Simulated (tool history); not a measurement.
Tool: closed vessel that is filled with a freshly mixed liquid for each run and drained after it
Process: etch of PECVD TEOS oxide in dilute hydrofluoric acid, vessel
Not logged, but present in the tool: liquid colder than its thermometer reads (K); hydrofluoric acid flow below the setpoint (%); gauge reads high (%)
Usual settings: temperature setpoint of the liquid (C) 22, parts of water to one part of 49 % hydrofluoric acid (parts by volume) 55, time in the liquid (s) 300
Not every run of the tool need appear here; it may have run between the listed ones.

run	hour	temperature setpoint of the liquid (C)	parts of water to one part of 49 % hydrofluoric acid (parts by volume)	time in the liquid (s)	wafers since the last listed run	hours since the thermometer was replaced	hours since the hydrofluoric acid flow meter was replaced	hours since the gauge calibration	read-back film thickness of the PECVD TEOS oxide reference wafer, read on the same gauge (nm)	thickness taken off the PECVD TEOS oxide on a monitor wafer (angstrom)
1	0	22	55	300	0	637.8	132.9	1293.4	70	491.3
2	71	22	55	300	5764	708.8	203.9	1364.4	69.98	491.3
3	129.1	22	55	300	4716	766.9	262	1422.5	70.02	490.5
# hour 187.5: gauge calibrated
4	218.3	22	55	300	7241	856.1	351.2	30.8	70.01	488.1
5	310.9	20	55	300	7517	948.7	443.8	123.4	70.01	444.8
6	347.3	22	55	300	2955	985.1	480.2	159.8	70.01	483.9
7	386.3	22	55	300	3166	1024.1	519.2	198.8	70.01	482.4
8	441.3	22	55	300	4465	1079.1	574.2	253.8	70	483.1
9	529.6	22	55	170	7168	1167.4	662.5	342.1	70	270.6
10	578.3	22	55	170	3953	1216.1	711.2	390.8	70.03	272.1
# hour 585.7: hydrofluoric acid flow meter replaced
11	625.7	22	55	170	3766	1263.5	40	438.2	70.02	276.3
12	691.3	22	55	300	5325	1329.1	105.6	503.8	70.01	484.5
13	749.8	22	55	300	4749	1387.6	164.1	562.3	70.02	484.3
14	810	22	55	300	4887	1447.8	224.3	622.5	69.99	481.7
15	862.3	25.5	55	140	4245	1500.1	276.6	674.8	69.98	258
16	944.7	24.5	40	365	6689	1582.5	359	757.2	70	906.5
17	1047.8	22	55	130	8369	1685.6	462.1	860.3	70	205.5
18	1124.4	24.5	40	375	6218	1762.2	538.7	936.9	70	924.4
19	1184	22	55	195	4838	1821.8	598.3	996.5	69.99	307.3
# hour 1245.1: hydrofluoric acid flow meter replaced
20	1270.9	22	55	300	6973	1908.7	25.8	1083.4	70.01	480.2
# hour 1278: thermometer replaced
21	1324.5	25.5	80	300	4270	46.5	79.4	1137	70	382.5
22	1412.7	22	40	300	7160	134.7	167.6	1225.2	70	701
# hour 1431.1: gauge calibrated
23	1517.2	19.5	55	300	8483	239.2	272.1	86.1	69.99	446.5
24	1583.6	22	55	300	5390	305.6	338.5	152.5	70.02	494
25	1685.9	27	65	400	8305	407.9	440.8	254.8	70.01	668.4
26	1755.2	22	40	300	5625	477.2	510.1	324.1	70.01	683.8
27	1801.3	17.5	85	300	3742	523.3	556.2	370.2	69.99	251.9

Consider 3 possible next runs. They are alternatives, not a sequence: every one starts from the tool as it was left by run 27. What does each give?
A	1802	22	75	300	56	524	556.9	370.9	?	?
B	1802	17	55	300	56	524	556.9	370.9	?	?
C	1802	20.5	55	475	56	524	556.9	370.9	?	?

run	read-back film thickness of the PECVD TEOS oxide reference wafer, read on the same gauge (nm)	thickness taken off the PECVD TEOS oxide on a monitor wafer (angstrom)
A	70.01	351.1
B	70.01	396.8
C	70.01	729.8
Stripped of hidden state, with their random variation kept, the same runs would have yielded:
run	thickness taken off the PECVD TEOS oxide on a monitor wafer (angstrom)
A	362.5
B	409.7
C	753.4
